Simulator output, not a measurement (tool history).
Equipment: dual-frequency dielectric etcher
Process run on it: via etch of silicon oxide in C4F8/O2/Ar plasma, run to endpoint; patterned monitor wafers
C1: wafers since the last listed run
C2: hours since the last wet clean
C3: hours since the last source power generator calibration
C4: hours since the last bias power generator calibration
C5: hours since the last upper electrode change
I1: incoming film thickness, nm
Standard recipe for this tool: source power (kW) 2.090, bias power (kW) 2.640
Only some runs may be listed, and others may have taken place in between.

run 1 hour=0.0 | source_power_(kW)=1.930 bias_power_(kW)=2.291 | C1=0 C2=215.9 C3=2844.9 C4=1309.8 C5=3586.3 | I1=1083.6 | endpoint_time_(s)=187.3
run 2 hour=16.3 | source_power_(kW)=1.930 bias_power_(kW)=2.291 | C1=90 C2=232.2 C3=2861.2 C4=1326.1 C5=3602.6 | I1=1086.7 | endpoint_time_(s)=188.0
run 3 hour=27.8 | source_power_(kW)=2.090 bias_power_(kW)=2.902 | C1=63 C2=243.7 C3=2872.7 C4=1337.6 C5=3614.1 | I1=1085.6 | endpoint_time_(s)=173.3
run 4 hour=42.9 | source_power_(kW)=2.090 bias_power_(kW)=2.902 | C1=83 C2=258.8 C3=2887.8 C4=1352.7 C5=3629.2 | I1=1088.2 | endpoint_time_(s)=171.7
run 5 hour=95.6 | source_power_(kW)=2.090 bias_power_(kW)=2.640 | C1=291 C2=311.5 C3=2940.5 C4=1405.4 C5=3681.9 | I1=1073.3 | endpoint_time_(s)=176.5
run 6 hour=101.9 | source_power_(kW)=2.090 bias_power_(kW)=2.298 | C1=34 C2=317.8 C3=2946.8 C4=1411.7 C5=3688.2 | I1=1069.8 | endpoint_time_(s)=180.6
-- hour=110.0 source power generator calibrated
run 7 hour=114.6 | source_power_(kW)=2.090 bias_power_(kW)=2.298 | C1=48 C2=330.5 C3=4.6 C4=1424.4 C5=3700.9 | I1=1075.5 | endpoint_time_(s)=179.4
run 8 hour=123.8 | source_power_(kW)=2.090 bias_power_(kW)=2.640 | C1=50 C2=339.7 C3=13.8 C4=1433.6 C5=3710.1 | I1=1077.7 | endpoint_time_(s)=177.7
run 9 hour=135.2 | source_power_(kW)=2.090 bias_power_(kW)=2.640 | C1=62 C2=351.1 C3=25.2 C4=1445.0 C5=3721.5 | I1=1067.6 | endpoint_time_(s)=173.8
run 10 hour=145.4 | source_power_(kW)=2.090 bias_power_(kW)=2.640 | C1=56 C2=361.3 C3=35.4 C4=1455.2 C5=3731.7 | I1=1082.2 | endpoint_time_(s)=177.9
run 11 hour=182.0 | source_power_(kW)=2.090 bias_power_(kW)=2.843 | C1=202 C2=397.9 C3=72.0 C4=1491.8 C5=3768.3 | I1=1076.0 | endpoint_time_(s)=174.7
run 12 hour=195.0 | source_power_(kW)=2.090 bias_power_(kW)=2.843 | C1=71 C2=410.9 C3=85.0 C4=1504.8 C5=3781.3 | I1=1090.8 | endpoint_time_(s)=176.6
-- hour=206.1 bias power generator calibrated
run 13 hour=206.6 | source_power_(kW)=2.090 bias_power_(kW)=2.843 | C1=41 C2=422.5 C3=96.6 C4=0.5 C5=3792.9 | I1=1086.2 | endpoint_time_(s)=176.7
run 14 hour=217.0 | source_power_(kW)=2.090 bias_power_(kW)=2.912 | C1=57 C2=432.9 C3=107.0 C4=10.9 C5=3803.3 | I1=1083.1 | endpoint_time_(s)=174.5
run 15 hour=226.7 | source_power_(kW)=2.550 bias_power_(kW)=3.275 | C1=53 C2=442.6 C3=116.7 C4=20.6 C5=3813.0 | I1=1079.3 | endpoint_time_(s)=156.1
run 16 hour=244.5 | source_power_(kW)=2.090 bias_power_(kW)=2.166 | C1=98 C2=460.4 C3=134.5 C4=38.4 C5=3830.8 | I1=1081.3 | endpoint_time_(s)=186.0
run 17 hour=256.4 | source_power_(kW)=1.710 bias_power_(kW)=3.013 | C1=65 C2=472.3 C3=146.4 C4=50.3 C5=3842.7 | I1=1073.0 | endpoint_time_(s)=185.3
run 18 hour=268.3 | source_power_(kW)=2.090 bias_power_(kW)=2.640 | C1=65 C2=484.2 C3=158.3 C4=62.2 C5=3854.6 | I1=1065.6 | endpoint_time_(s)=174.1
-- hour=301.4 upper electrode replaced
run 19 hour=301.9 | source_power_(kW)=2.260 bias_power_(kW)=2.921 | C1=53 C2=517.8 C3=191.9 C4=95.8 C5=0.5 | I1=1070.6 | endpoint_time_(s)=168.2
run 20 hour=302.3 | source_power_(kW)=1.930 bias_power_(kW)=2.291 | C1=2 C2=518.2 C3=192.3 C4=96.2 C5=0.9 | I1=1073.3 | endpoint_time_(s)=189.8
run 21 hour=302.8 | source_power_(kW)=2.090 bias_power_(kW)=2.640 | C1=2 C2=518.7 C3=192.8 C4=96.7 C5=1.4 | I1=1091.8 | endpoint_time_(s)=182.2
run 22 hour=312.3 | source_power_(kW)=1.820 bias_power_(kW)=2.945 | C1=52 C2=528.2 C3=202.3 C4=106.2 C5=10.9 | I1=1078.3 | endpoint_time_(s)=185.2
run 23 hour=322.8 | source_power_(kW)=2.600 bias_power_(kW)=3.216 | C1=58 C2=538.7 C3=212.8 C4=116.7 C5=21.4 | I1=1083.6 | endpoint_time_(s)=159.2
-- hour=349.5 wet clean of the chamber
run 24 hour=350.0 | source_power_(kW)=2.090 bias_power_(kW)=2.640 | C1=17 C2=0.5 C3=240.0 C4=143.9 C5=48.6 | I1=1082.4 | endpoint_time_(s)=171.4
run 25 hour=350.4 | source_power_(kW)=2.520 bias_power_(kW)=2.640 | C1=2 C2=0.9 C3=240.4 C4=144.3 C5=49.0 | I1=1080.9 | endpoint_time_(s)=158.1
run 26 hour=358.5 | source_power_(kW)=2.090 bias_power_(kW)=3.062 | C1=44 C2=9.0 C3=248.5 C4=152.4 C5=57.1 | I1=1069.1 | endpoint_time_(s)=160.7
run 27 hour=366.5 | source_power_(kW)=2.090 bias_power_(kW)=2.640 | C1=44 C2=17.0 C3=256.5 C4=160.4 C5=65.1 | I1=1076.4 | endpoint_time_(s)=170.7
run 28 hour=375.8 | source_power_(kW)=1.900 bias_power_(kW)=2.044 | C1=51 C2=26.3 C3=265.8 C4=169.7 C5=74.4 | I1=1077.5 | endpoint_time_(s)=185.5
run 29 hour=391.6 | source_power_(kW)=1.820 bias_power_(kW)=2.945 | C1=87 C2=42.1 C3=281.6 C4=185.5 C5=90.2 | I1=1070.6 | endpoint_time_(s)=171.6
run 30 hour=400.1 | source_power_(kW)=2.600 bias_power_(kW)=3.089 | C1=46 C2=50.6 C3=290.1 C4=194.0 C5=98.7 | I1=1074.8 | endpoint_time_(s)=149.1
run 31 hour=410.8 | source_power_(kW)=2.090 bias_power_(kW)=2.640 | C1=59 C2=61.3 C3=300.8 C4=204.7 C5=109.4 | I1=1070.3 | endpoint_time_(s)=168.5
run 32 hour=416.9 | source_power_(kW)=1.640 bias_power_(kW)=2.971 | C1=33 C2=67.4 C3=306.9 C4=210.8 C5=115.5 | I1=1080.0 | endpoint_time_(s)=181.9
run 33 hour=444.0 | source_power_(kW)=2.090 bias_power_(kW)=2.640 | C1=149 C2=94.5 C3=334.0 C4=237.9 C5=142.6 | I1=1091.5 | endpoint_time_(s)=171.0
run 34 hour=453.9 | source_power_(kW)=1.920 bias_power_(kW)=2.204 | C1=54 C2=104.4 C3=343.9 C4=247.8 C5=152.5 | I1=1080.7 | endpoint_time_(s)=184.0

Selected run-to-run steps in endpoint time (s), each split into two signed amounts: the part the tool would show with no hidden state at all (from settings, incoming material and random variation), and the remainder, which goes to the hidden state together with any gauge scatter not common to the measured and the hidden-state-free results:
The hidden state here: etch rate over this chamber's usual, %; source power that arrives over what is set, %; bias power that arrives over what is set, %.
Run 15 -> 16: source power (kW) 2.550 -> 2.090, bias power (kW) 3.275 -> 2.166. endpoint time (s) +29.9: hidden state +1.4, all else +28.5.
Run 22 -> 23: source power (kW) 1.820 -> 2.600, bias power (kW) 2.945 -> 3.216. endpoint time (s) -26.0: hidden state -1.1, all else -24.9.
Run 23 -> 24: source power (kW) 2.600 -> 2.090, bias power (kW) 3.216 -> 2.640, wet clean of the chamber. endpoint time (s) +12.2: hidden state -9.5, all else +21.7.
Run 29 -> 30: source power (kW) 1.820 -> 2.600, bias power (kW) 2.945 -> 3.089. endpoint time (s) -22.5: hidden state +0.4, all else -22.9.

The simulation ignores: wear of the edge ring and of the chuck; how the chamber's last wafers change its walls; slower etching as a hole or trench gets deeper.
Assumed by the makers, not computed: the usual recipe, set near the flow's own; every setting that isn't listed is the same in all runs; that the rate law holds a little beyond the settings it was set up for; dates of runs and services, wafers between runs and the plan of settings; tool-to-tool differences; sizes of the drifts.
